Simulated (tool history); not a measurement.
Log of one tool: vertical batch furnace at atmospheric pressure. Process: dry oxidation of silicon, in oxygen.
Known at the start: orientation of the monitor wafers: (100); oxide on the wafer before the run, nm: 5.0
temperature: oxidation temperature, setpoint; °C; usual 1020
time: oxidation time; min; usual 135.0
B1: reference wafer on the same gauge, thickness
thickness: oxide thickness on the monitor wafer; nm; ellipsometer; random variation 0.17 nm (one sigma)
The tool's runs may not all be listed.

run 1 hour=0.0 | temperature=1020 time=135.0 | B1=92.02 | thickness=117.92
run 2 hour=18.3 | temperature=1020 time=135.0 | B1=92.03 | thickness=118.57
run 3 hour=41.4 | temperature=1020 time=135.0 | B1=92.05 | thickness=118.35
run 4 hour=65.9 | temperature=1020 time=109.5 | B1=91.97 | thickness=103.04
run 5 hour=81.1 | temperature=1020 time=166.0 | B1=91.97 | thickness=136.11
run 6 hour=95.9 | temperature=1020 time=166.0 | B1=92.02 | thickness=136.21
run 7 hour=110.6 | temperature=1020 time=113.5 | B1=92.01 | thickness=105.51
run 8 hour=134.5 | temperature=1020 time=113.5 | B1=91.95 | thickness=105.87
run 9 hour=154.6 | temperature=1033 time=88.0 | B1=91.99 | thickness=100.37
run 10 hour=181.1 | temperature=1033 time=88.0 | B1=92.04 | thickness=100.37
-- hour=197.8 gauge calibrated
run 11 hour=201.2 | temperature=1033 time=88.0 | B1=92.02 | thickness=100.54
run 12 hour=215.4 | temperature=999 time=191.5 | B1=92.02 | thickness=125.01
run 13 hour=242.0 | temperature=1039 time=158.5 | B1=92.01 | thickness=154.57
run 14 hour=259.5 | temperature=1043 time=69.5 | B1=91.99 | thickness=93.75
-- hour=307.3 thermocouples replaced and temperature profile calibrated
-- hour=309.6 boat lift adjusted
run 15 hour=310.1 | temperature=1033 time=88.0 | B1=91.99 | thickness=96.33
run 16 hour=316.8 | temperature=1032 time=93.5 | B1=92.01 | thickness=99.40
run 17 hour=325.8 | temperature=1020 time=135.0 | B1=91.94 | thickness=114.04

Run 18 comes next. What will it give?
run 18 hour=340.3 | temperature=1020 time=135.0 | B1=? | thickness=?

{"run 18": {"B1": 92.01, "thickness": 113.98}}
Without the tool's hidden state the same run would have given thickness 113.95 nm.

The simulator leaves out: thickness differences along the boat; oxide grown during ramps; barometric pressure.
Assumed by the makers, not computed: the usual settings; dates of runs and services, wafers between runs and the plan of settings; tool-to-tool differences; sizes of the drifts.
